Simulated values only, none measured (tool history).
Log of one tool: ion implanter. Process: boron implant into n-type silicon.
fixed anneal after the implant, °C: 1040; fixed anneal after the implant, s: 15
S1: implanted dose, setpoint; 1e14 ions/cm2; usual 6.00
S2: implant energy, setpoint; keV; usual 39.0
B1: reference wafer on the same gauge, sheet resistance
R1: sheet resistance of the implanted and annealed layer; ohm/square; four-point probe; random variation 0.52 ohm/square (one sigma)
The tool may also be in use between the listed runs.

run,hour,S1,S2,B1,R1
1,0.0,6.00,39.0,166.96,171.33
2,69.8,6.00,39.0,166.92,171.40
3,106.1,6.00,39.0,166.94,172.17
4,174.2,6.00,39.0,166.96,172.15
5,234.8,6.00,39.0,166.93,171.71
# hour 250.2: gauge calibrated
6,296.0,6.00,39.0,167.03,171.20
7,359.8,6.00,39.0,166.87,171.03
8,400.8,5.63,39.0,166.98,181.83
# hour 460.9: Faraday cup replaced and dose calibrated
9,465.0,5.60,39.0,166.96,181.97
10,515.7,5.60,39.0,167.03,181.91
# hour 548.9: extraction supply calibrated
11,561.2,4.83,39.0,167.00,205.43
12,776.2,4.83,39.0,166.95,205.30
13,828.6,4.83,39.0,167.04,204.42
14,855.8,5.23,47.0,167.07,188.18
15,902.0,6.00,39.0,167.16,171.10
16,948.0,7.43,43.0,167.01,142.82
17,981.0,5.23,47.0,167.02,188.18
18,1009.0,5.20,39.0,167.05,193.42
19,1048.2,6.69,32.0,166.98,160.21
20,1075.8,6.00,39.0,166.87,171.58
21,1114.3,7.34,39.0,166.96,145.07
22,1157.6,6.49,39.0,167.09,161.54
23,1188.9,4.38,39.0,167.06,222.00
24,1214.8,6.60,28.5,166.93,163.52
25,1260.5,4.82,44.5,166.99,202.35
26,1301.6,6.00,39.0,166.98,170.90
27,1345.1,4.55,27.5,166.99,223.77
28,1396.8,6.00,39.0,167.02,171.98
29,1438.2,6.49,50.5,166.98,156.44
30,1479.5,6.00,28.0,167.01,177.59
# hour 1492.4: Faraday cup replaced and dose calibrated
31,1524.1,7.03,43.5,167.16,148.92
32,1549.9,5.50,35.5,167.06,186.46
33,1598.6,7.67,34.5,166.94,141.99
34,1651.8,7.62,39.0,167.07,140.70
35,1678.1,6.50,52.5,166.88,155.83
36,1732.7,4.75,39.0,167.03,207.78

5 ways to go on from here, each from the tool as it stands after run 36. What would each give?
A,1733.1,4.68,39.0,?,?
B,1733.1,4.46,43.5,?,?
C,1733.1,5.17,43.0,?,?
D,1733.1,7.53,39.0,?,?
E,1733.1,6.00,31.0,?,?

run,B1,R1
A,167.08,210.68
B,167.08,216.66
C,167.08,191.97
D,167.08,142.52
E,167.08,175.90
Without the tool's hidden state the same runs would have given:
run,R1
A,210.68
B,216.66
C,191.97
D,142.52
E,175.90

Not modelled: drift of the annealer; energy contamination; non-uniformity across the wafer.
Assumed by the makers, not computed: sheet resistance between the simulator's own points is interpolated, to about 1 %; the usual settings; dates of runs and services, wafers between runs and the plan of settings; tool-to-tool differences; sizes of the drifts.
